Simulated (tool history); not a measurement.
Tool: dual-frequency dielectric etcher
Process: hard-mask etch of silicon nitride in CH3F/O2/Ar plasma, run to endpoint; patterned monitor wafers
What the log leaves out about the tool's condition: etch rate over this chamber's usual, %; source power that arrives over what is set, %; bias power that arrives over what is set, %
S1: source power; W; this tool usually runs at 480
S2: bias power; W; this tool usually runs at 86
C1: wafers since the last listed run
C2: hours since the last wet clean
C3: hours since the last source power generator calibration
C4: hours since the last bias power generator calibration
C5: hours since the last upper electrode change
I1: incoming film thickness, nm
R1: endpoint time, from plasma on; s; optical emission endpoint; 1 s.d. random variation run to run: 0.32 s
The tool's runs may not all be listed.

run,hour,S1,S2,C1,C2,C3,C4,C5,I1,R1
1,0,480,86,0,391.5,2255.5,1427.7,3540.7,38.8,49.4
2,37.9,480,92,522,429.4,2293.4,1465.6,3578.6,39.02,47.5
# hour 106.7: wet clean of the chamber
3,136.6,480,92,1030,29.9,2392.1,1564.3,3677.3,39.19,50.1
4,205.9,510,81,956,99.2,2461.4,1633.6,3746.6,38.88,50.3
5,310.4,510,81,1441,203.7,2565.9,1738.1,3851.1,39.3,50.3
6,381,510,81,974,274.3,2636.5,1808.7,3921.7,39.36,49.9
7,479.9,480,86,1364,373.2,2735.4,1907.6,4020.6,39.1,49.5
# hour 519.6: wet clean of the chamber
8,520.1,480,90,223,0.5,2775.6,1947.8,4060.8,38.65,50.1
9,579.1,480,90,813,59.5,2834.6,2006.8,4119.8,39.13,51.3
10,619.7,480,81,560,100.1,2875.2,2047.4,4160.4,38.43,51.6
11,663.2,520,86,600,143.6,2918.7,2090.9,4203.9,39.02,49.4
12,747.7,480,99,1165,228.1,3003.2,2175.4,4288.4,38.69,48
13,812.8,480,99,898,293.2,3068.3,2240.5,4353.5,38.44,47.1
14,881.5,480,99,947,361.9,3137,2309.2,4422.2,38.87,46.9
15,955.9,480,77,1026,436.3,3211.4,2383.6,4496.6,38.85,51.8
# hour 1028.4: wet clean of the chamber
16,1052.3,440,75,998,23.9,3307.8,2480,4593,38.95,56.1
17,1097.6,400,107,624,69.2,3353.1,2525.3,4638.3,38.56,50.3
18,1191.6,360,64,1296,163.2,3447.1,2619.3,4732.3,38.5,63.5
19,1239.9,450,74,666,211.5,3495.4,2667.6,4780.6,38.86,54.6
# hour 1349.3: upper electrode replaced
20,1349.8,520,86,1185,321.4,3605.3,2777.5,0.5,38.78,47.8
21,1390.4,480,92,560,362,3645.9,2818.1,41.1,38.65,47.6
# hour 1524.4: wet clean of the chamber
# hour 1549.6: source power generator calibrated
22,1573.6,480,86,2141,49.2,24,3001.3,224.3,38.94,51.8
23,1611.6,450,86,524,87.2,62,3039.3,262.3,38.94,52.9
24,1704.7,390,73,1284,180.3,155.1,3132.4,355.4,38.77,58.6
25,1762.3,550,74,794,237.9,212.7,3190,413,38.64,49.7
# hour 1784.7: bias power generator calibrated
26,1805.6,450,86,542,281.2,256,20.9,456.3,38.6,50.9
# hour 2008.3: wet clean of the chamber
27,2008.8,480,94,2472,0.5,459.2,224.1,659.5,38.48,48.5
28,2058.7,420,105,688,50.4,509.1,274,709.4,38.44,49.3
29,2138.7,480,101,1103,130.4,589.1,354,789.4,38.97,47.5
30,2235.3,430,98,1332,227,685.7,450.6,886,38.83,49.5
31,2337.8,480,77,1414,329.5,788.2,553.1,988.5,38.92,50.6

Across each entry between runs, compare the hidden state at the last listed run before it with the hidden state at the first listed run after it:
From run 2 to run 3: wet clean of the chamber (hour 106.7)
  etch rate over this chamber's usual, %: 4.37 -> 0.61
  measured result minus the result with no hidden state, R1: -2.1 -> -0.3 s
From run 7 to run 8: wet clean of the chamber (hour 519.6)
  etch rate over this chamber's usual, %: 4.5 -> -1.2
  measured result minus the result with no hidden state, R1: -2.2 -> +0.6 s
From run 15 to run 16: wet clean of the chamber (hour 1028.4)
  etch rate over this chamber's usual, %: 3.74 -> 0.524
  measured result minus the result with no hidden state, R1: -1.9 -> -0.3 s
From run 19 to run 20: upper electrode replaced (hour 1349.3)
  etch rate over this chamber's usual, %: 2.65 -> 3.9
  measured result minus the result with no hidden state, R1: -1.5 -> -1.8 s
From run 21 to run 22: wet clean of the chamber (hour 1524.4); source power generator calibrated (hour 1549.6)
  etch rate over this chamber's usual, %: 4.36 -> 0.0116
  measured result minus the result with no hidden state, R1: -2 -> +0 s
From run 25 to run 26: bias power generator calibrated (hour 1784.7)
  etch rate over this chamber's usual, %: 2.15 -> 2.64
  measured result minus the result with no hidden state, R1: -1.1 -> -1.3 s
From run 26 to run 27: wet clean of the chamber (hour 2008.3)
  etch rate over this chamber's usual, %: 2.64 -> 0.551
  measured result minus the result with no hidden state, R1: -1.3 -> -0.2 s
